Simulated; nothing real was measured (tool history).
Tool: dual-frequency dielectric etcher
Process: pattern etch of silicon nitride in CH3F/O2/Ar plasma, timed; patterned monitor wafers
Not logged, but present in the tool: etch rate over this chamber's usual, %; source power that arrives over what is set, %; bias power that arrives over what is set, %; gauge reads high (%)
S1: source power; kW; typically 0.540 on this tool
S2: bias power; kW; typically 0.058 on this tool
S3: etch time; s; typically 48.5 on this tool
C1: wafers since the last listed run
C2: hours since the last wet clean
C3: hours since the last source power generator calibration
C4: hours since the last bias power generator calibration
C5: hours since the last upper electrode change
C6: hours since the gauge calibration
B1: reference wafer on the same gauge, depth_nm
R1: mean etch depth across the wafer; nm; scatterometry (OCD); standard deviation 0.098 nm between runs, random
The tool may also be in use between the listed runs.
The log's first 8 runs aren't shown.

run	hour	S1	S2	S3	C1	C2	C3	C4	C5	C6	B1	R1
9	226.7	0.540	0.065	48.5	331	189.8	1931.6	2008.4	4624.5	415.3	35.47	38.46
10	260.7	0.540	0.058	53.0	315	223.8	1965.6	2042.4	4658.5	449.3	35.51	39.97
11	289.4	0.540	0.058	48.5	266	252.5	1994.3	2071.1	4687.2	478.0	35.52	36.61
12	312.1	0.660	0.063	37.0	210	275.2	2017.0	2093.8	4709.9	500.7	35.49	31.03
# hour 357.6: upper electrode replaced
13	358.1	0.540	0.058	39.5	204	321.2	2063.0	2139.8	0.5	546.7	35.50	29.60
14	370.7	0.540	0.058	48.5	117	333.8	2075.6	2152.4	13.1	559.3	35.51	36.09
15	403.8	0.540	0.058	48.5	307	366.9	2108.7	2185.5	46.2	592.4	35.48	36.11
# hour 413.1: gauge calibrated
16	423.6	0.540	0.066	39.0	184	386.7	2128.5	2205.3	66.0	10.5	35.51	30.62
# hour 435.2: bias power generator calibrated
17	444.5	0.460	0.058	48.5	157	407.6	2149.4	9.3	86.9	31.4	35.51	33.90
18	457.8	0.540	0.058	61.5	123	420.9	2162.7	22.6	100.2	44.7	35.47	45.66
19	488.1	0.540	0.046	38.0	281	451.2	2193.0	52.9	130.5	75.0	35.49	25.54
20	513.7	0.650	0.062	62.0	237	476.8	2218.6	78.5	156.1	100.6	35.47	50.66
# hour 518.6: source power generator calibrated
# hour 541.2: wet clean of the chamber
21	541.7	0.660	0.048	38.0	13	0.5	23.1	106.5	184.1	128.6	35.49	28.84
22	558.0	0.540	0.058	48.5	151	16.8	39.4	122.8	200.4	144.9	35.48	37.06
23	591.8	0.540	0.058	48.5	314	50.6	73.2	156.6	234.2	178.7	35.52	36.99
24	621.4	0.460	0.050	44.5	275	80.2	102.8	186.2	263.8	208.3	35.48	29.91
25	656.3	0.590	0.071	48.5	324	115.1	137.7	221.1	298.7	243.2	35.49	41.74
26	674.8	0.640	0.058	48.5	171	133.6	156.2	239.6	317.2	261.7	35.51	39.22
27	706.0	0.540	0.065	35.5	289	164.8	187.4	270.8	348.4	292.9	35.48	28.30
28	725.3	0.590	0.071	48.5	179	184.1	206.7	290.1	367.7	312.2	35.47	41.28
29	756.5	0.410	0.058	48.5	289	215.3	237.9	321.3	398.9	343.4	35.52	33.07
30	780.2	0.540	0.058	48.5	220	239.0	261.6	345.0	422.6	367.1	35.54	36.49

Branching from run 30: 4 alternative next runs. What would each branch give?
A	780.6	0.620	0.058	48.5	3	239.4	262.0	345.4	423.0	367.5	?	?
B	780.6	0.540	0.058	58.5	3	239.4	262.0	345.4	423.0	367.5	?	?
C	780.6	0.540	0.048	34.5	3	239.4	262.0	345.4	423.0	367.5	?	?
D	780.6	0.540	0.066	42.5	3	239.4	262.0	345.4	423.0	367.5	?	?

run	B1	R1
A	35.48	38.39
B	35.48	43.97
C	35.48	23.92
D	35.48	33.76
With no hidden state in the tool, these same runs would have given:
run	R1
A	39.06
B	44.74
C	24.34
D	34.35
